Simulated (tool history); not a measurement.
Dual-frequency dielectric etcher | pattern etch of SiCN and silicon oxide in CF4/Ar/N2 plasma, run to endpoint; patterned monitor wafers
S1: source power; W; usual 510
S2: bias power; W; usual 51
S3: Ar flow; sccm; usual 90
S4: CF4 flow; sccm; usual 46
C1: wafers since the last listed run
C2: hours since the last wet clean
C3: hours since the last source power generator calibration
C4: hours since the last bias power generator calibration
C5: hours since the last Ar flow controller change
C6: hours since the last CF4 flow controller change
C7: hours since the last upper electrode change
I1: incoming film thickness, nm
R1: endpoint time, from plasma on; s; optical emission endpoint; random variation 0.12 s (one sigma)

| run | hour | S1 | S2 | S3 | S4 | C1 | C2 | C3 | C4 | C5 | C6 | C7 | I1 | R1 |
|---|---|---|---|---|---|---|---|---|---|---|---|---|---|---|
| 1 | 0.0 | 510 | 51 | 90 | 46 | 0 | 69.9 | 4062.2 | 2200.7 | 4448.7 | 4876.2 | 5542.2 | 10.77 | 13.2 |
| 2 | 79.6 | 510 | 51 | 90 | 46 | 830 | 149.5 | 4141.8 | 2280.3 | 4528.3 | 4955.8 | 5621.8 | 10.81 | 13.5 |
| 3 | 144.8 | 510 | 51 | 90 | 46 | 680 | 214.7 | 4207.0 | 2345.5 | 4593.5 | 5021.0 | 5687.0 | 10.66 | 13.0 |
|  | 177.4 | CF4 flow controller replaced |
| 4 | 241.4 | 510 | 51 | 90 | 46 | 945 | 311.3 | 4303.6 | 2442.1 | 4690.1 | 64.0 | 5783.6 | 10.64 | 13.1 |
|  | 326.0 | upper electrode replaced |
| 5 | 326.5 | 510 | 51 | 90 | 51 | 637 | 396.4 | 4388.7 | 2527.2 | 4775.2 | 149.1 | 0.5 | 10.77 | 12.9 |
| 6 | 399.5 | 420 | 59 | 76 | 46 | 761 | 469.4 | 4461.7 | 2600.2 | 4848.2 | 222.1 | 73.5 | 10.57 | 13.5 |
|  | 550.1 | wet clean of the chamber |
| 7 | 554.1 | 510 | 51 | 90 | 46 | 1362 | 4.0 | 4616.3 | 2754.8 | 5002.8 | 376.7 | 228.1 | 10.65 | 13.2 |
| 8 | 642.9 | 510 | 43 | 75 | 46 | 926 | 92.8 | 4705.1 | 2843.6 | 5091.6 | 465.5 | 316.9 | 10.62 | 13.2 |
| 9 | 683.2 | 510 | 51 | 90 | 46 | 420 | 133.1 | 4745.4 | 2883.9 | 5131.9 | 505.8 | 357.2 | 10.73 | 13.1 |
|  | 712.6 | source power generator calibrated |
| 10 | 790.8 | 510 | 51 | 90 | 46 | 1080 | 240.7 | 78.2 | 2991.5 | 5239.5 | 613.4 | 464.8 | 10.71 | 12.9 |
| 11 | 869.7 | 640 | 41 | 83 | 42 | 823 | 319.6 | 157.1 | 3070.4 | 5318.4 | 692.3 | 543.7 | 10.68 | 11.5 |
| 12 | 968.8 | 510 | 51 | 90 | 55 | 1033 | 418.7 | 256.2 | 3169.5 | 5417.5 | 791.4 | 642.8 | 10.74 | 12.4 |
|  | 1001.9 | Ar flow controller replaced |
| 13 | 1027.9 | 510 | 51 | 90 | 38 | 554 | 477.8 | 315.3 | 3228.6 | 26.0 | 850.5 | 701.9 | 10.81 | 13.3 |
| 14 | 1118.4 | 630 | 40 | 90 | 40 | 944 | 568.3 | 405.8 | 3319.1 | 116.5 | 941.0 | 792.4 | 10.61 | 11.7 |
|  | 1146.7 | wet clean of the chamber |
|  | 1168.2 | bias power generator calibrated |
| 15 | 1168.7 | 510 | 51 | 90 | 46 | 232 | 22.0 | 456.1 | 0.5 | 166.8 | 991.3 | 842.7 | 10.58 | 13.1 |
| 16 | 1239.7 | 510 | 51 | 90 | 46 | 740 | 93.0 | 527.1 | 71.5 | 237.8 | 1062.3 | 913.7 | 10.72 | 13.3 |
| 17 | 1285.2 | 560 | 55 | 90 | 46 | 474 | 138.5 | 572.6 | 117.0 | 283.3 | 1107.8 | 959.2 | 10.71 | 12.2 |
| 18 | 1358.5 | 510 | 51 | 104 | 46 | 764 | 211.8 | 645.9 | 190.3 | 356.6 | 1181.1 | 1032.5 | 10.80 | 13.5 |
| 19 | 1429.8 | 380 | 38 | 74 | 46 | 743 | 283.1 | 717.2 | 261.6 | 427.9 | 1252.4 | 1103.8 | 10.69 | 15.6 |
| 20 | 1500.0 | 390 | 51 | 90 | 46 | 732 | 353.3 | 787.4 | 331.8 | 498.1 | 1322.6 | 1174.0 | 10.73 | 15.0 |
| 21 | 1587.3 | 510 | 54 | 90 | 46 | 910 | 440.6 | 874.7 | 419.1 | 585.4 | 1409.9 | 1261.3 | 10.65 | 12.5 |
| 22 | 1669.1 | 510 | 51 | 90 | 46 | 853 | 522.4 | 956.5 | 500.9 | 667.2 | 1491.7 | 1343.1 | 10.76 | 12.7 |
|  | 1736.7 | wet clean of the chamber |
| 23 | 1737.2 | 470 | 58 | 74 | 38 | 460 | 0.5 | 1024.6 | 569.0 | 735.3 | 1559.8 | 1411.2 | 10.77 | 13.8 |
| 24 | 1784.5 | 510 | 63 | 90 | 46 | 493 | 47.8 | 1071.9 | 616.3 | 782.6 | 1607.1 | 1458.5 | 10.65 | 12.5 |

Forecast each of these 4 alternatives for the next run:
| A | 1784.9 | 510 | 51 | 90 | 46 | 4 | 48.2 | 1072.3 | 616.7 | 783.0 | 1607.5 | 1458.9 | 10.71 | ? |
| B | 1784.9 | 400 | 51 | 90 | 52 | 4 | 48.2 | 1072.3 | 616.7 | 783.0 | 1607.5 | 1458.9 | 10.71 | ? |
| C | 1784.9 | 400 | 58 | 71 | 46 | 4 | 48.2 | 1072.3 | 616.7 | 783.0 | 1607.5 | 1458.9 | 10.71 | ? |
| D | 1784.9 | 430 | 42 | 83 | 46 | 4 | 48.2 | 1072.3 | 616.7 | 783.0 | 1607.5 | 1458.9 | 10.71 | ? |

| run | R1 |
|---|---|
| A | 13.1 |
| B | 14.8 |
| C | 14.3 |
| D | 14.9 |
Without the tool's hidden state the same runs would have given:
| run | R1 |
|---|---|
| A | 13.2 |
| B | 14.9 |
| C | 14.4 |
| D | 15.0 |
